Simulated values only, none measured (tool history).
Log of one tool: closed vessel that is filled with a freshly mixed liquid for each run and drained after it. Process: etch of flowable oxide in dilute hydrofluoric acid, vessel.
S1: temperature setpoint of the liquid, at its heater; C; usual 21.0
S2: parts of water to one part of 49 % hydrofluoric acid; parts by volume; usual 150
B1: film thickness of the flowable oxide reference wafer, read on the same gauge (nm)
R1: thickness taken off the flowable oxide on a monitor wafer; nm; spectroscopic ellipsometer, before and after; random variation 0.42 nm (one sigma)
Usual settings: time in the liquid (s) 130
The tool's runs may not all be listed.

Run 1, hour 0.0: usual settings but time in the liquid (s) 165; B1 95.68. Result: R1 52.04 nm.
Run 2, hour 45.8: usual settings but time in the liquid (s) 165; B1 95.46. Result: R1 53.20 nm.
Run 3, hour 79.9: usual settings but time in the liquid (s) 80; B1 95.33. Result: R1 25.15 nm.
Run 4, hour 113.2: usual settings but time in the liquid (s) 80; B1 95.23. Result: R1 25.43 nm.
Run 5, hour 179.9: usual settings; B1 94.95. Result: R1 40.46 nm.
At hour 204.7: hydrofluoric acid flow meter replaced.
Run 6, hour 249.5: usual settings; B1 94.70. Result: R1 40.41 nm.
Run 7, hour 293.0: usual settings; B1 94.54. Result: R1 40.86 nm.
Run 8, hour 494.3: usual settings but S2 200 parts by volume; B1 93.78. Result: R1 28.52 nm.
Run 9, hour 534.3: usual settings but S1 18.0 C; B1 93.71. Result: R1 35.84 nm.
Run 10, hour 565.9: usual settings; B1 93.55. Result: R1 39.82 nm.
Run 11, hour 599.8: usual settings but S1 22.5 C, time in the liquid (s) 100; B1 93.43. Result: R1 32.57 nm.
Run 12, hour 624.8: usual settings; B1 93.34. Result: R1 40.59 nm.
Run 13, hour 666.8: usual settings; B1 93.15. Result: R1 39.95 nm.
At hour 773.1: hydrofluoric acid flow meter replaced.
Run 14, hour 819.5: usual settings but S1 19.0 C, S2 85 parts by volume, time in the liquid (s) 65; B1 92.61. Result: R1 34.71 nm.
At hour 840.5: thermometer replaced.
Run 15, hour 996.3: usual settings but time in the liquid (s) 160; B1 91.96. Result: R1 48.97 nm.
Run 16, hour 1023.4: usual settings but S1 22.5 C, S2 110 parts by volume, time in the liquid (s) 90; B1 91.86. Result: R1 41.36 nm.
At hour 1058.0: gauge calibrated.
Run 17, hour 1112.1: usual settings but S1 24.5 C; B1 100.04. Result: R1 49.22 nm.
Run 18, hour 1176.8: usual settings but S1 24.0 C, S2 205 parts by volume, time in the liquid (s) 80; B1 99.76. Result: R1 20.33 nm.
Run 19, hour 1219.4: usual settings; B1 99.64. Result: R1 42.45 nm.
Run 20, hour 1243.9: usual settings; B1 99.51. Result: R1 43.58 nm.
Run 21, hour 1289.9: usual settings; B1 99.39. Result: R1 42.79 nm.
At hour 1321.0: hydrofluoric acid flow meter replaced.
Run 22, hour 1343.8: usual settings but time in the liquid (s) 180; B1 99.20. Result: R1 58.23 nm.
Run 23, hour 1397.0: usual settings but time in the liquid (s) 160; B1 99.01. Result: R1 52.34 nm.
Run 24, hour 1431.1: usual settings; B1 98.88. Result: R1 42.31 nm.
Run 25, hour 1467.8: usual settings but S1 18.5 C; B1 98.72. Result: R1 38.55 nm.
Run 26, hour 1509.3: usual settings but S1 25.0 C, S2 185 parts by volume; B1 98.57. Result: R1 37.79 nm.
Run 27, hour 1543.8: usual settings but time in the liquid (s) 80; B1 98.46. Result: R1 26.17 nm.
Run 28, hour 1592.1: usual settings but S1 17.0 C, S2 175 parts by volume, time in the liquid (s) 180; B1 98.25. Result: R1 41.84 nm.
Run 29, hour 1630.6: usual settings but time in the liquid (s) 180; B1 98.11. Result: R1 58.79 nm.
Run 30, hour 1677.5: usual settings but S1 17.0 C, S2 110 parts by volume; B1 97.94. Result: R1 50.72 nm.
Run 31, hour 1727.2: usual settings but S1 19.0 C, S2 215 parts by volume, time in the liquid (s) 200; B1 97.81. Result: R1 39.28 nm.
Run 32, hour 1909.3: usual settings but S1 23.5 C, S2 170 parts by volume, time in the liquid (s) 175; B1 97.06. Result: R1 52.18 nm.

What the log doesn't show, run by run:
liquid colder than its thermometer reads (K): 0 in every run
hydrofluoric acid flow below the setpoint (%): 0 in every run
H1: gauge reads high (%)
run      H1
  1   -4.35
  2   -4.52
  3   -4.64
  4   -4.77
  5   -5.02
  6   -5.27
  7   -5.43
  8   -6.18
  9   -6.33
 10   -6.45
 11   -6.57
 12   -6.66
 13   -6.82
 14   -7.38
 15   -8.04
 16   -8.14
 17  0.0404
 18  -0.199
 19  -0.357
 20  -0.448
 21  -0.618
 22  -0.818
 23   -1.02
 24   -1.14
 25   -1.28
 26   -1.43
 27   -1.56
 28   -1.74
 29   -1.88
 30   -2.05
 31   -2.24
 32   -2.91

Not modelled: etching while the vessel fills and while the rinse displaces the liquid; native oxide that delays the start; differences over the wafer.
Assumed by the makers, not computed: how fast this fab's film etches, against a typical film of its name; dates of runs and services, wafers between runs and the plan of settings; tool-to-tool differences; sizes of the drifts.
